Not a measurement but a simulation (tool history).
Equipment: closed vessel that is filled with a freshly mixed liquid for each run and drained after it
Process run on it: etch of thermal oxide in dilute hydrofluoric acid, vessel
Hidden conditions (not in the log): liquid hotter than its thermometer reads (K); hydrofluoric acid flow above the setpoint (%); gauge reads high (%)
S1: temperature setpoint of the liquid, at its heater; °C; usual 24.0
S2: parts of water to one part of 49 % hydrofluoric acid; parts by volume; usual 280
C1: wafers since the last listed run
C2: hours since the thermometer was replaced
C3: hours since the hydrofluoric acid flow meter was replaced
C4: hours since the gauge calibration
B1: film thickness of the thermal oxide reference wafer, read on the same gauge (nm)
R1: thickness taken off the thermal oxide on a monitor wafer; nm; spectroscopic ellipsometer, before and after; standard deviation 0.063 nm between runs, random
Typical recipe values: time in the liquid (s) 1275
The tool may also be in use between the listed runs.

run 1 hour=0.0 | S1=24.0 S2=280 time_in_the_liquid_(s)=1275 | C1=0 C2=1669.8 C3=916.6 C4=275.0 | B1=110.02 | R1=18.47
-- hour=13.7 gauge calibrated
run 2 hour=24.3 | S1=24.0 S2=280 time_in_the_liquid_(s)=1275 | C1=798 C2=1694.1 C3=940.9 C4=10.6 | B1=110.04 | R1=18.44
run 3 hour=57.4 | S1=24.0 S2=280 time_in_the_liquid_(s)=1275 | C1=1087 C2=1727.2 C3=974.0 C4=43.7 | B1=110.02 | R1=18.40
run 4 hour=88.9 | S1=24.0 S2=315 time_in_the_liquid_(s)=1275 | C1=1034 C2=1758.7 C3=1005.5 C4=75.2 | B1=110.00 | R1=15.87
run 5 hour=109.0 | S1=24.0 S2=280 time_in_the_liquid_(s)=1275 | C1=660 C2=1778.8 C3=1025.6 C4=95.3 | B1=109.99 | R1=18.53
run 6 hour=131.1 | S1=24.0 S2=280 time_in_the_liquid_(s)=1275 | C1=725 C2=1800.9 C3=1047.7 C4=117.4 | B1=109.97 | R1=18.50
run 7 hour=147.7 | S1=24.0 S2=280 time_in_the_liquid_(s)=1275 | C1=545 C2=1817.5 C3=1064.3 C4=134.0 | B1=110.04 | R1=18.57
run 8 hour=219.6 | S1=24.0 S2=280 time_in_the_liquid_(s)=1275 | C1=2361 C2=1889.4 C3=1136.2 C4=205.9 | B1=110.00 | R1=18.56
run 9 hour=234.8 | S1=24.0 S2=280 time_in_the_liquid_(s)=1275 | C1=499 C2=1904.6 C3=1151.4 C4=221.1 | B1=109.98 | R1=18.60
run 10 hour=261.4 | S1=24.0 S2=280 time_in_the_liquid_(s)=1275 | C1=873 C2=1931.2 C3=1178.0 C4=247.7 | B1=109.97 | R1=18.57
-- hour=277.5 thermometer replaced
-- hour=287.5 gauge calibrated
run 11 hour=291.1 | S1=24.0 S2=280 time_in_the_liquid_(s)=1275 | C1=942 C2=13.6 C3=1207.7 C4=3.6 | B1=110.02 | R1=18.57
run 12 hour=323.0 | S1=28.5 S2=160 time_in_the_liquid_(s)=780 | C1=1047 C2=45.5 C3=1239.6 C4=35.5 | B1=109.98 | R1=26.43
run 13 hour=341.8 | S1=20.0 S2=185 time_in_the_liquid_(s)=1005 | C1=617 C2=64.3 C3=1258.4 C4=54.3 | B1=109.99 | R1=20.96
run 14 hour=366.5 | S1=26.0 S2=155 time_in_the_liquid_(s)=955 | C1=811 C2=89.0 C3=1283.1 C4=79.0 | B1=110.00 | R1=30.93
run 15 hour=388.8 | S1=24.0 S2=150 time_in_the_liquid_(s)=770 | C1=732 C2=111.3 C3=1305.4 C4=101.3 | B1=110.03 | R1=24.14
run 16 hour=421.1 | S1=19.5 S2=370 time_in_the_liquid_(s)=1275 | C1=1060 C2=143.6 C3=1337.7 C4=133.6 | B1=110.02 | R1=11.14
-- hour=438.4 hydrofluoric acid flow meter replaced
run 17 hour=452.5 | S1=24.0 S2=215 time_in_the_liquid_(s)=1275 | C1=998 C2=175.0 C3=14.1 C4=165.0 | B1=109.97 | R1=24.54
run 18 hour=474.9 | S1=22.5 S2=280 time_in_the_liquid_(s)=1275 | C1=735 C2=197.4 C3=36.5 C4=187.4 | B1=110.03 | R1=16.94
run 19 hour=505.7 | S1=28.5 S2=355 time_in_the_liquid_(s)=1820 | C1=1011 C2=228.2 C3=67.3 C4=218.2 | B1=109.98 | R1=21.59
run 20 hour=540.8 | S1=24.0 S2=150 time_in_the_liquid_(s)=770 | C1=1152 C2=263.3 C3=102.4 C4=253.3 | B1=110.03 | R1=23.15
-- hour=550.6 gauge calibrated
run 21 hour=571.4 | S1=27.5 S2=410 time_in_the_liquid_(s)=1665 | C1=1004 C2=293.9 C3=133.0 C4=20.8 | B1=110.03 | R1=15.82

Alternative continuations, all from the tool just after run 21; predict every row:
run A hour=572.4 | S1=24.0 S2=235 time_in_the_liquid_(s)=1275 | C1=32 C2=294.9 C3=134.0 C4=21.8 | B1=? | R1=?
run B hour=572.4 | S1=28.5 S2=280 time_in_the_liquid_(s)=1275 | C1=32 C2=294.9 C3=134.0 C4=21.8 | B1=? | R1=?
run C hour=572.4 | S1=24.0 S2=280 time_in_the_liquid_(s)=1060 | C1=32 C2=294.9 C3=134.0 C4=21.8 | B1=? | R1=?

run=A B1=110.00 R1=22.25
run=B B1=110.00 R1=20.82
run=C B1=110.00 R1=14.84
With no hidden state in the tool, these same runs would have given:
run=A R1=22.13
run=B R1=20.69
run=C R1=14.75

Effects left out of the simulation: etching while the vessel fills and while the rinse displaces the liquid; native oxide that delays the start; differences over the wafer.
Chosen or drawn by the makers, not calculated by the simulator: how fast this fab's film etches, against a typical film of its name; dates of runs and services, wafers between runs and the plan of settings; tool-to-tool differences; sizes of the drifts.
